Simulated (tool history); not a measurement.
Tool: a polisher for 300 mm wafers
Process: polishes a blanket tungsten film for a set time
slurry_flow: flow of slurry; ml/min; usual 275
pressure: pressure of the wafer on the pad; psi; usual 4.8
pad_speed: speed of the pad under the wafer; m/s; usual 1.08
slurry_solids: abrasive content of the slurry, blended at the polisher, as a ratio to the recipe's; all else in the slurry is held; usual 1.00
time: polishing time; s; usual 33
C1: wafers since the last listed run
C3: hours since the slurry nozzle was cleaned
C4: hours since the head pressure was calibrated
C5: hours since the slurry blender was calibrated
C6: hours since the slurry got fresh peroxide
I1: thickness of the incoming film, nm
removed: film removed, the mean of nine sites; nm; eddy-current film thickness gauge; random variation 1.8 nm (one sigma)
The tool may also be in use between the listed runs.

Run 1, hour 0.0: usual settings but slurry_solids 0.80; C1 0; wafers polished on this pad 170; C3 46.6; C4 990.4; C5 206.1; C6 89.5; I1 615.9. Result: removed 185.4 nm.
At hour 12.5: slurry blender recalibrated.
Run 2, hour 13.1: usual settings but slurry_solids 0.80; C1 136; wafers polished on this pad 306; C3 59.7; C4 1003.5; C5 0.6; C6 102.6; I1 613.5. Result: removed 182.9 nm.
Run 3, hour 44.0: usual settings but slurry_solids 0.80; C1 378; wafers polished on this pad 685; C3 90.6; C4 1034.4; C5 31.5; C6 133.5; I1 625.8. Result: removed 182.7 nm.
Run 4, hour 64.2: usual settings; C1 247; wafers polished on this pad 932; C3 110.8; C4 1054.6; C5 51.7; C6 153.7; I1 624.7. Result: removed 192.7 nm.
Run 5, hour 82.9: usual settings; C1 229; wafers polished on this pad 1161; C3 129.5; C4 1073.3; C5 70.4; C6 172.4; I1 624.8. Result: removed 188.4 nm.
At hour 90.5: slurry tank refilled with fresh slurry and peroxide.
At hour 110.7: worn pad replaced by a new one.
Run 6, hour 116.2: usual settings; C1 346; wafers polished on this pad 66; C3 162.8; C4 1106.6; C5 103.7; C6 25.7; I1 621.2. Result: removed 194.0 nm.
Run 7, hour 150.4: usual settings; C1 419; wafers polished on this pad 485; C3 197.0; C4 1140.8; C5 137.9; C6 59.9; I1 629.3. Result: removed 193.6 nm.
At hour 175.1: head pressure recalibrated.
Run 8, hour 178.7: usual settings; C1 322; wafers polished on this pad 808; C3 225.3; C4 3.6; C5 166.2; C6 88.2; I1 622.7. Result: removed 192.1 nm.
Run 9, hour 193.6: usual settings but slurry_flow 200 ml/min, pressure 3.7 psi; C1 182; wafers polished on this pad 990; C3 240.2; C4 18.5; C5 181.1; C6 103.1; I1 625.6. Result: removed 144.0 nm.
At hour 215.0: slurry blender recalibrated.
Run 10, hour 219.3: usual settings; C1 290; wafers polished on this pad 1281; C3 265.9; C4 44.2; C5 4.3; C6 128.8; I1 619.7. Result: removed 191.7 nm.
At hour 237.1: worn pad replaced by a new one.
At hour 240.4: slurry nozzle cleaned.
At hour 273.4: slurry tank refilled with fresh slurry and peroxide.
Run 11, hour 319.1: usual settings but slurry_flow 350 ml/min, slurry_solids 0.85, time 40 s; C1 1149; wafers polished on this pad 980; C3 78.7; C4 144.0; C5 104.1; C6 45.7; I1 620.2. Result: removed 233.3 nm.
Run 12, hour 337.4: usual settings but pressure 3.3 psi; C1 224; wafers polished on this pad 1204; C3 97.0; C4 162.3; C5 122.4; C6 64.0; I1 624.8. Result: removed 137.0 nm.
At hour 342.4: worn pad replaced by a new one.
Run 13, hour 352.8: usual settings; C1 139; wafers polished on this pad 127; C3 112.4; C4 177.7; C5 137.8; C6 79.4; I1 623.5. Result: removed 192.8 nm.
Run 14, hour 385.4: usual settings but slurry_flow 335 ml/min; C1 399; wafers polished on this pad 526; C3 145.0; C4 210.3; C5 170.4; C6 112.0; I1 623.6. Result: removed 194.2 nm.
At hour 411.1: slurry blender recalibrated.
Run 15, hour 420.4: usual settings but pressure 3.8 psi, time 37 s; C1 404; wafers polished on this pad 931; C3 180.0; C4 245.3; C5 9.3; C6 147.0; I1 620.5. Result: removed 172.2 nm.
Run 16, hour 443.3: usual settings but pressure 5.3 psi, slurry_solids 1.15, time 22 s; C1 280; wafers polished on this pad 1211; C3 202.9; C4 268.2; C5 32.2; C6 169.9; I1 626.6. Result: removed 140.1 nm.

Run 17 comes next. What will it give?
At hour 467.9: worn pad replaced by a new one.
At hour 468.1: slurry tank refilled with fresh slurry and peroxide.
Run 17, hour 470.2: usual settings but slurry_flow 185 ml/min, pressure 4.2 psi, slurry_solids 1.20, time 29 s; C1 277; wafers polished on this pad 25; C3 229.8; C4 295.1; C5 59.1; C6 2.1; I1 619.7. Result: removed ?.

{"run 17": {"removed": 150.1}}
Without the tool's hidden state the same run would have given removed 150.4 nm.
